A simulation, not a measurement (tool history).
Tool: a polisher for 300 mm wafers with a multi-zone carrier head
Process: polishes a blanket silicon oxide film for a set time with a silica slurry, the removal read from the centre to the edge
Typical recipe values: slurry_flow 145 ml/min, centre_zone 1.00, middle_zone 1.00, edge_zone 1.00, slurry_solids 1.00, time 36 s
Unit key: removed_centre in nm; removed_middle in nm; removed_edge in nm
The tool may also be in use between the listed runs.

| run | hour | slurry_flow | centre_zone | middle_zone | edge_zone | slurry_solids | time | incoming thickness of the incoming film, nm | removed_centre | removed_middle | removed_edge |
|---|---|---|---|---|---|---|---|---|---|---|---|
| 1 | 0.0 | 145 | 1.11 | 1.07 | 1.09 | 1.00 | 26 | 947.0 | 80.3 | 73.2 | 73.0 |
|  | 58.8 | worn pad replaced by a new one |
| 2 | 67.1 | 145 | 1.00 | 1.00 | 1.00 | 1.00 | 44 | 940.2 | 137.9 | 135.5 | 136.9 |
| 3 | 115.2 | 145 | 1.00 | 1.00 | 1.00 | 1.00 | 36 | 926.6 | 111.0 | 110.7 | 108.6 |
| 4 | 150.3 | 145 | 1.00 | 1.00 | 1.00 | 1.00 | 36 | 931.1 | 109.0 | 109.3 | 109.8 |
|  | 168.7 | slurry nozzle cleaned |
| 5 | 186.2 | 145 | 1.00 | 1.00 | 1.00 | 0.90 | 36 | 928.4 | 99.3 | 101.3 | 100.4 |
| 6 | 227.9 | 105 | 1.00 | 1.00 | 1.00 | 0.90 | 36 | 947.2 | 91.4 | 92.6 | 93.6 |
| 7 | 297.6 | 145 | 1.00 | 1.00 | 1.12 | 1.00 | 36 | 945.4 | 103.9 | 104.3 | 109.0 |
| 8 | 367.1 | 130 | 1.07 | 0.91 | 1.00 | 0.90 | 36 | 938.9 | 100.2 | 85.4 | 93.4 |
| 9 | 411.2 | 110 | 1.06 | 1.00 | 1.09 | 0.70 | 36 | 932.6 | 74.5 | 71.2 | 75.5 |
| 10 | 438.0 | 145 | 1.00 | 1.00 | 1.00 | 1.00 | 36 | 933.2 | 98.7 | 98.7 | 100.6 |
| 11 | 473.6 | 105 | 1.00 | 1.00 | 0.94 | 1.00 | 36 | 935.4 | 89.3 | 91.6 | 90.6 |
|  | 486.7 | worn pad replaced by a new one |
| 12 | 533.7 | 145 | 1.08 | 1.00 | 1.00 | 0.75 | 36 | 952.9 | 93.4 | 87.7 | 89.5 |
| 13 | 580.6 | 160 | 1.08 | 1.00 | 0.90 | 1.00 | 36 | 954.8 | 116.1 | 110.1 | 105.5 |
| 14 | 608.4 | 145 | 1.00 | 1.07 | 1.10 | 1.00 | 36 | 937.8 | 104.6 | 113.4 | 112.7 |
| 15 | 645.0 | 130 | 1.07 | 0.91 | 1.00 | 0.90 | 36 | 952.6 | 101.5 | 88.2 | 98.4 |
|  | 686.9 | slurry nozzle cleaned |
| 16 | 712.3 | 100 | 1.00 | 1.00 | 1.00 | 1.00 | 36 | 937.4 | 90.9 | 95.2 | 97.3 |
| 17 | 756.8 | 160 | 1.00 | 1.00 | 1.00 | 1.15 | 36 | 928.9 | 110.6 | 114.1 | 115.5 |
| 18 | 827.4 | 125 | 1.00 | 1.00 | 1.00 | 1.00 | 36 | 949.1 | 93.4 | 96.7 | 99.2 |
| 19 | 896.1 | 145 | 1.00 | 1.00 | 1.00 | 1.00 | 36 | 949.4 | 94.3 | 98.2 | 99.2 |
| 20 | 961.2 | 145 | 1.00 | 1.00 | 1.00 | 1.00 | 36 | 931.8 | 91.5 | 96.1 | 97.3 |
| 21 | 1003.9 | 145 | 1.00 | 1.00 | 1.00 | 1.00 | 36 | 943.2 | 90.9 | 94.4 | 93.8 |
|  | 1036.5 | worn pad replaced by a new one |
|  | 1051.3 | edge zone pressure recalibrated |
| 22 | 1053.8 | 130 | 1.00 | 0.92 | 1.00 | 1.00 | 36 | 931.3 | 103.8 | 100.4 | 107.6 |

Some steps in removed_centre, run to run, broken into two amounts with sign: the step expected even without the hidden condition (settings, incoming material, random variation), and the rest, left for the hidden condition together with whatever gauge scatter is not in both the measured and the hidden-condition-free result:
What the log doesn't record here: removal rate lost through wear of the pad, %; slurry flow missing at the pad, %; deviation of the centre zone's pressure from its setpoint, %; deviation of the edge zone's pressure from its setpoint, %.
Run 1 -> 2: centre_zone 1.11 -> 1.00, middle_zone 1.07 -> 1.00, edge_zone 1.09 -> 1.00, time 26 -> 44, worn pad replaced by a new one. removed_centre +57.6 nm: hidden state +11.2, all else +46.4.
Run 2 -> 3: time 44 -> 36. removed_centre -26.9 nm: hidden state -1.5, all else -25.4.
Run 21 -> 22: slurry_flow 145 -> 130, middle_zone 1.00 -> 0.92, worn pad replaced by a new one, edge zone pressure recalibrated. removed_centre +12.9 nm: hidden state +14.5, all else -1.6.
